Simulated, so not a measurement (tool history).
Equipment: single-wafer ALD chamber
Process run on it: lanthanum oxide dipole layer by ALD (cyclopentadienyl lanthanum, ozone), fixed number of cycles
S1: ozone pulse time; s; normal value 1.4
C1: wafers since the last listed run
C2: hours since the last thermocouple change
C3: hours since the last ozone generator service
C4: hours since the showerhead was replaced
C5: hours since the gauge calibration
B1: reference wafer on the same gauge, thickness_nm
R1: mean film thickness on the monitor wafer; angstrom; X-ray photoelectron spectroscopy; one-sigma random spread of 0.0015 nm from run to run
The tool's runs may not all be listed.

{"run": 1, "hour": 0.0, "S1": 1.4, "C1": 0, "C2": 378.7, "C3": 333.3, "C4": 1423.6, "C5": 675, "B1": 0.495, "R1": 5.52}
{"run": 2, "hour": 35.8, "S1": 1.4, "C1": 388, "C2": 414.5, "C3": 369.1, "C4": 1459.4, "C5": 710.8, "B1": 0.495, "R1": 5.55}
{"run": 3, "hour": 106.8, "S1": 1.4, "C1": 771, "C2": 485.5, "C3": 440.1, "C4": 1530.4, "C5": 781.8, "B1": 0.495, "R1": 5.53}
{"run": 4, "hour": 140.9, "S1": 1.75, "C1": 370, "C2": 519.6, "C3": 474.2, "C4": 1564.5, "C5": 815.9, "B1": 0.495, "R1": 5.71}
{"run": 5, "hour": 188.3, "S1": 1.75, "C1": 514, "C2": 567, "C3": 521.6, "C4": 1611.9, "C5": 863.3, "B1": 0.496, "R1": 5.73}
{"run": 6, "hour": 221.2, "S1": 1.4, "C1": 357, "C2": 599.9, "C3": 554.5, "C4": 1644.8, "C5": 896.2, "B1": 0.496, "R1": 5.53}
{"run": 7, "hour": 264.3, "S1": 1.4, "C1": 468, "C2": 643, "C3": 597.6, "C4": 1687.9, "C5": 939.3, "B1": 0.496, "R1": 5.53}
{"run": 8, "hour": 306.9, "S1": 1.4, "C1": 462, "C2": 685.6, "C3": 640.2, "C4": 1730.5, "C5": 981.9, "B1": 0.496, "R1": 5.54}
{"run": 9, "hour": 365.9, "S1": 1.4, "C1": 640, "C2": 744.6, "C3": 699.2, "C4": 1789.5, "C5": 1040.9, "B1": 0.496, "R1": 5.55}
{"run": 10, "hour": 434.4, "S1": 1.4, "C1": 744, "C2": 813.1, "C3": 767.7, "C4": 1858, "C5": 1109.4, "B1": 0.497, "R1": 5.54}
{"run": 11, "hour": 482.6, "S1": 1.4, "C1": 523, "C2": 861.3, "C3": 815.9, "C4": 1906.2, "C5": 1157.6, "B1": 0.497, "R1": 5.55}
{"run": 12, "hour": 525.4, "S1": 1.4, "C1": 464, "C2": 904.1, "C3": 858.7, "C4": 1949, "C5": 1200.4, "B1": 0.497, "R1": 5.52}
{"run": 13, "hour": 576.6, "S1": 1.4, "C1": 556, "C2": 955.3, "C3": 909.9, "C4": 2000.2, "C5": 1251.6, "B1": 0.498, "R1": 5.56}
{"hour": 626.2, "done": "thermocouple changed; heater temperature recalibrated"}
{"run": 14, "hour": 647.7, "S1": 1.4, "C1": 685, "C2": 21.5, "C3": 981, "C4": 2071.3, "C5": 1322.7, "B1": 0.498, "R1": 5.55}
{"run": 15, "hour": 685.4, "S1": 1.4, "C1": 409, "C2": 59.2, "C3": 1018.7, "C4": 2109, "C5": 1360.4, "B1": 0.498, "R1": 5.59}
{"hour": 694.3, "done": "ozone generator serviced"}
{"run": 16, "hour": 723.9, "S1": 1.69, "C1": 331, "C2": 97.7, "C3": 29.6, "C4": 2147.5, "C5": 1398.9, "B1": 0.498, "R1": 5.74}
{"run": 17, "hour": 764.1, "S1": 1.69, "C1": 436, "C2": 137.9, "C3": 69.8, "C4": 2187.7, "C5": 1439.1, "B1": 0.498, "R1": 5.72}
{"run": 18, "hour": 814.3, "S1": 1.9, "C1": 545, "C2": 188.1, "C3": 120, "C4": 2237.9, "C5": 1489.3, "B1": 0.498, "R1": 5.8}
{"run": 19, "hour": 879.9, "S1": 1.87, "C1": 712, "C2": 253.7, "C3": 185.6, "C4": 2303.5, "C5": 1554.9, "B1": 0.499, "R1": 5.78}
{"run": 20, "hour": 917.9, "S1": 1.69, "C1": 412, "C2": 291.7, "C3": 223.6, "C4": 2341.5, "C5": 1592.9, "B1": 0.5, "R1": 5.7}
{"run": 21, "hour": 976.9, "S1": 1.4, "C1": 640, "C2": 350.7, "C3": 282.6, "C4": 2400.5, "C5": 1651.9, "B1": 0.499, "R1": 5.58}
{"run": 22, "hour": 1027.6, "S1": 1.84, "C1": 550, "C2": 401.4, "C3": 333.3, "C4": 2451.2, "C5": 1702.6, "B1": 0.499, "R1": 5.79}
{"run": 23, "hour": 1088.4, "S1": 1.94, "C1": 660, "C2": 462.2, "C3": 394.1, "C4": 2512, "C5": 1763.4, "B1": 0.5, "R1": 5.83}
{"hour": 1110.0, "done": "gauge calibrated"}
{"run": 24, "hour": 1115.6, "S1": 1.65, "C1": 295, "C2": 489.4, "C3": 421.3, "C4": 2539.2, "C5": 5.6, "B1": 0.494, "R1": 5.65}
{"run": 25, "hour": 1172.5, "S1": 0.86, "C1": 618, "C2": 546.3, "C3": 478.2, "C4": 2596.1, "C5": 62.5, "B1": 0.494, "R1": 4.86}
{"run": 26, "hour": 1229.0, "S1": 1.62, "C1": 613, "C2": 602.8, "C3": 534.7, "C4": 2652.6, "C5": 119, "B1": 0.494, "R1": 5.63}
{"hour": 1244.9, "done": "showerhead replaced"}
{"run": 27, "hour": 1287.6, "S1": 1.56, "C1": 549, "C2": 661.4, "C3": 593.3, "C4": 42.7, "C5": 177.6, "B1": 0.494, "R1": 5.61}
{"run": 28, "hour": 1358.7, "S1": 1.83, "C1": 772, "C2": 732.5, "C3": 664.4, "C4": 113.8, "C5": 248.7, "B1": 0.494, "R1": 5.74}
{"run": 29, "hour": 1395.6, "S1": 1.8, "C1": 400, "C2": 769.4, "C3": 701.3, "C4": 150.7, "C5": 285.6, "B1": 0.494, "R1": 5.68}
{"run": 30, "hour": 1453.3, "S1": 1.4, "C1": 626, "C2": 827.1, "C3": 759, "C4": 208.4, "C5": 343.3, "B1": 0.494, "R1": 5.5}
{"run": 31, "hour": 1485.6, "S1": 1.03, "C1": 350, "C2": 859.4, "C3": 791.3, "C4": 240.7, "C5": 375.6, "B1": 0.495, "R1": 5.16}
{"run": 32, "hour": 1626.4, "S1": 1.55, "C1": 1529, "C2": 1000.2, "C3": 932.1, "C4": 381.5, "C5": 516.4, "B1": 0.494, "R1": 5.64}
{"run": 33, "hour": 1661.1, "S1": 1.24, "C1": 376, "C2": 1034.9, "C3": 966.8, "C4": 416.2, "C5": 551.1, "B1": 0.495, "R1": 5.4}
{"hour": 1708.5, "done": "thermocouple changed; heater temperature recalibrated"}
{"run": 34, "hour": 1723.5, "S1": 0.95, "C1": 591, "C2": 15, "C3": 1029.2, "C4": 478.6, "C5": 613.5, "B1": 0.494, "R1": 5.03}

Here are 3 independent what-if runs from the current tool condition. What would each one return?
{"run": "A", "hour": 1723.9, "S1": 1.4, "C1": 4, "C2": 15.4, "C3": 1029.6, "C4": 479, "C5": 613.9, "B1": "?", "R1": "?"}
{"run": "B", "hour": 1723.9, "S1": 1.21, "C1": 4, "C2": 15.4, "C3": 1029.6, "C4": 479, "C5": 613.9, "B1": "?", "R1": "?"}
{"run": "C", "hour": 1723.9, "S1": 1.02, "C1": 4, "C2": 15.4, "C3": 1029.6, "C4": 479, "C5": 613.9, "B1": "?", "R1": "?"}

run=A B1=0.495 R1=5.53
run=B B1=0.495 R1=5.37
run=C B1=0.495 R1=5.14
Without the tool's unlogged condition, the same runs would have read:
run=A R1=5.53
run=B R1=5.37
run=C R1=5.14
